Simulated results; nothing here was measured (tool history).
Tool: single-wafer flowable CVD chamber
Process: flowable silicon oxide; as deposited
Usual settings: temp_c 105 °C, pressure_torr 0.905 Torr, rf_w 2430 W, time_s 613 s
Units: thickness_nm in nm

run     day  temp_c  pressure_torr  rf_w  time_s  wafers since the last listed run  hours since the last thermocouple change  hours since the last RF generator calibration  hours since the last manometer calibration  hours since the showerhead was replaced  hours since the gauge calibration  read-back reference wafer on the same gauge, thickness_nm  thickness_nm
  1   0.000     105          0.905  2430     613                                 0                                    1337.5                                         1459.6                                      2300.4                                   4876.2                              694.3                                                    467.633       399.636
  2   0.933     105          0.905  2430     613                                97                                    1359.9                                         1482.0                                      2322.8                                   4898.6                              716.7                                                    469.205       398.033
  3   1.929     105          0.905  2430     613                               103                                    1383.8                                         1505.9                                      2346.7                                   4922.5                              740.6                                                    469.375       399.551
  4   2.612     105          0.905  2430     613                                71                                    1400.2                                         1522.3                                      2363.1                                   4938.9                              757.0                                                    469.478       398.924
  5   3.842     105          0.905  2430     613                               128                                    1429.7                                         1551.8                                      2392.6                                   4968.4                              786.5                                                    471.320       398.500
  6   4.933     105          0.905  2430     613                               113                                    1455.9                                         1578.0                                      2418.8                                   4994.6                              812.7                                                    472.359       399.348
  7   6.379     105          0.905  2430     613                               150                                    1490.6                                         1612.7                                      2453.5                                   5029.3                              847.4                                                    472.655       401.022
  8   6.929     105          0.905  2430     613                                57                                    1503.8                                         1625.9                                      2466.7                                   5042.5                              860.6                                                    473.367       401.419
      7.383  -- capacitance manometer re-zeroed and calibrated
  9   7.683     105          0.905  2430     613                                43                                    1521.9                                         1644.0                                         7.2                                   5060.6                              878.7                                                    474.911       404.375
      7.700  -- gauge calibrated
 10   8.825     105          0.905  2430     613                               118                                    1549.3                                         1671.4                                        34.6                                   5088.0                               27.0                                                    459.024       391.339
      9.504  -- showerhead replaced
 11   9.521     105          0.905  2430     613                                37                                    1566.0                                         1688.1                                        51.3                                      0.4                               43.7                                                    458.516       388.272
     12.696  -- RF generator calibrated
 12  13.079     105          0.905  2430     613                               336                                    1651.4                                            9.2                                       136.7                                     85.8                              129.1                                                    459.599       391.892
 13  14.083     116          1.104  2680     657                               104                                    1675.5                                           33.3                                       160.8                                    109.9                              153.2                                                    459.846       375.637
     15.796  -- thermocouple changed; heater temperature recalibrated
 14  15.817     105          0.905  2855     522                               145                                       0.5                                           74.9                                       202.4                                    151.5                              194.8                                                    460.467       341.215
 15  16.150      94          0.905  2430     673                                34                                       8.5                                           82.9                                       210.4                                    159.5                              202.8                                                    459.866       594.052
 16  17.288     116          1.078  2115     682                               118                                      35.8                                          110.2                                       237.7                                    186.8                              230.1                                                    460.823       363.832
 17  18.421     118          0.905  2430     613                               118                                      63.0                                          137.4                                       264.9                                    214.0                              257.3                                                    459.804       272.998
 18  19.800      91          0.965  2430     613                               143                                      96.1                                          170.5                                       298.0                                    247.1                              290.4                                                    461.943       623.839
 19  20.458      91          0.965  2430     613                                68                                     111.9                                          186.3                                       313.8                                    262.9                              306.2                                                    461.218       627.736
 20  21.921     105          0.905  2430     724                               152                                     147.0                                          221.4                                       348.9                                    298.0                              341.3                                                    462.092       464.812
 21  22.817     105          0.905  2430     613                                93                                     168.5                                          242.9                                       370.4                                    319.5                              362.8                                                    462.716       392.205
 22  23.367      90          1.084  2430     707                                57                                     181.7                                          256.1                                       383.6                                    332.7                              376.0                                                    461.673       829.708
 23  24.258     105          0.905  2430     511                                92                                     203.1                                          277.5                                       405.0                                    354.1                              397.4                                                    462.689       328.142
 24  24.762      97          0.905  2240     613                                52                                     215.2                                          289.6                                       417.1                                    366.2                              409.5                                                    462.341       491.402
 25  25.671     105          0.905  2430     563                                94                                     237.0                                          311.4                                       438.9                                    388.0                              431.3                                                    462.277       361.188
 26  26.279      95          0.993  2605     613                                63                                     251.6                                          326.0                                       453.5                                    402.6                              445.9                                                    464.146       581.474
 27  26.929     105          0.905  2430     613                                67                                     267.2                                          341.6                                       469.1                                    418.2                              461.5                                                    462.809       394.883
 28  27.871     105          0.905  2430     613                                98                                     289.8                                          364.2                                       491.7                                    440.8                              484.1                                                    463.954       394.383
 29  29.004     105          0.905  2430     613                               118                                     317.0                                          391.4                                       518.9                                    468.0                              511.3                                                    464.240       392.693

The tool's hidden state at each run:
wafer temperature above the value expected at the setpoint (K): 0 in every run
delivered RF power above the setpoint (%): 0 in every run
true pressure above the setpoint (%): 0 in every run
H1: gauge reads high (%)
run     H1
  1   2.27
  2    2.4
  3   2.55
  4   2.66
  5   2.86
  6   3.04
  7   3.29
  8   3.39
  9   3.52
 10  0.383
 11  0.388
 12  0.452
 13  0.481
 14  0.544
 15  0.558
 16  0.609
 17  0.667
 18  0.745
 19  0.786
 20  0.884
 21   0.95
 22  0.992
 23   1.06
 24   1.11
 25   1.19
 26   1.24
 27    1.3
 28   1.39
 29   1.51
